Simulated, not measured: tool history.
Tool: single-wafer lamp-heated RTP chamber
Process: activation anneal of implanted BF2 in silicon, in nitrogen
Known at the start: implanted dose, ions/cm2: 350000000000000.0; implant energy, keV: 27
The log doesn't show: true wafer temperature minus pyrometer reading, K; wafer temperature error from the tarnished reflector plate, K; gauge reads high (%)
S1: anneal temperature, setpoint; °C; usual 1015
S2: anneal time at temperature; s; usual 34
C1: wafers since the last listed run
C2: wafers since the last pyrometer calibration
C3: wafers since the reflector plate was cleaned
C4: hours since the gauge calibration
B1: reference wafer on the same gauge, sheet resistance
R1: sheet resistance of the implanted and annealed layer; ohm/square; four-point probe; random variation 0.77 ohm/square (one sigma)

Run 1, day 0: usual settings; C1 0; C2 4374; C3 2864; C4 105.6; B1 327.84. Result: R1 381.51 ohm/square.
At day 0.304: pyrometer window cleaned and pyrometer calibrated.
Run 2, day 0.729: usual settings; C1 151; C2 151; C3 3015; C4 123.1; B1 327.99. Result: R1 382.2 ohm/square.
Run 3, day 1.567: usual settings; C1 298; C2 449; C3 3314; C4 143.2; B1 327.85. Result: R1 381.64 ohm/square.
Run 4, day 2.817: usual settings but S2 26 s; C1 445; C2 895; C3 3760; C4 173.2; B1 328.03. Result: R1 383.53 ohm/square.
Run 5, day 3.767: usual settings but S2 26 s; C1 338; C2 1234; C3 4099; C4 196; B1 328.11. Result: R1 383.88 ohm/square.
Run 6, day 5.258: usual settings; C1 532; C2 1766; C3 4631; C4 231.8; B1 327.94. Result: R1 381.62 ohm/square.
At day 6.025: gauge calibrated.
Run 7, day 6.562: usual settings; C1 465; C2 2232; C3 5096; C4 12.9; B1 328.18. Result: R1 381.88 ohm/square.
Run 8, day 7.338: usual settings; C1 276; C2 2508; C3 5372; C4 31.5; B1 327.95. Result: R1 381.06 ohm/square.
Run 9, day 8.258: usual settings; C1 328; C2 2837; C3 5701; C4 53.6; B1 328. Result: R1 380.96 ohm/square.
Run 10, day 9.312: usual settings but S1 989 °C, S2 40 s; C1 376; C2 3213; C3 6077; C4 78.9; B1 328.14. Result: R1 385.12 ohm/square.
At day 11.717: reflector plate cleaned.
Run 11, day 11.738: usual settings but S2 47 s; C1 746; C2 3959; C3 6; C4 137.1; B1 327.84. Result: R1 378.44 ohm/square.
Run 12, day 12.833: usual settings but S1 1039 °C, S2 44 s; C1 390; C2 4350; C3 397; C4 163.4; B1 328. Result: R1 375.08 ohm/square.
At day 13.183: pyrometer window cleaned and pyrometer calibrated.
Run 13, day 13.725: usual settings but S1 988 °C, S2 28 s; C1 199; C2 193; C3 596; C4 184.8; B1 327.96. Result: R1 388.32 ohm/square.
At day 14.062: gauge calibrated.
Run 14, day 14.462: usual settings; C1 263; C2 456; C3 860; C4 9.6; B1 327.98. Result: R1 382.21 ohm/square.
Run 15, day 15.896: usual settings but S1 992 °C, S2 29 s; C1 511; C2 967; C3 1371; C4 44; B1 328.25. Result: R1 386.94 ohm/square.
Run 16, day 16.75: usual settings but S1 1034 °C; C1 304; C2 1272; C3 1676; C4 64.5; B1 328.08. Result: R1 379.52 ohm/square.
Run 17, day 17.629: usual settings but S1 985 °C, S2 23 s; C1 313; C2 1586; C3 1989; C4 85.6; B1 328.21. Result: R1 391.88 ohm/square.

Forecast each of these 5 alternatives for the next run:
Run A, day 17.646: usual settings but S1 987 °C; C1 5; C2 1592; C3 1995; C4 86; B1 ?. Result: R1 ?.
Run B, day 17.646: usual settings but S1 1038 °C, S2 43 s; C1 5; C2 1592; C3 1995; C4 86; B1 ?. Result: R1 ?.
Run C, day 17.646: usual settings but S1 1030 °C, S2 49 s; C1 5; C2 1592; C3 1995; C4 86; B1 ?. Result: R1 ?.
Run D, day 17.646: usual settings but S1 1027 °C, S2 42 s; C1 5; C2 1592; C3 1995; C4 86; B1 ?. Result: R1 ?.
Run E, day 17.646: usual settings but S2 41 s; C1 5; C2 1592; C3 1995; C4 86; B1 ?. Result: R1 ?.

run      B1      R1
  A  327.89  387.33
  B  327.89  375.43
  C  327.89  375.43
  D  327.89  377.52
  E  327.89  379.72
Without the tool's hidden state the same runs would have given:
run      R1
  A  387.33
  B  375.43
  C  375.43
  D  377.52
  E  379.72
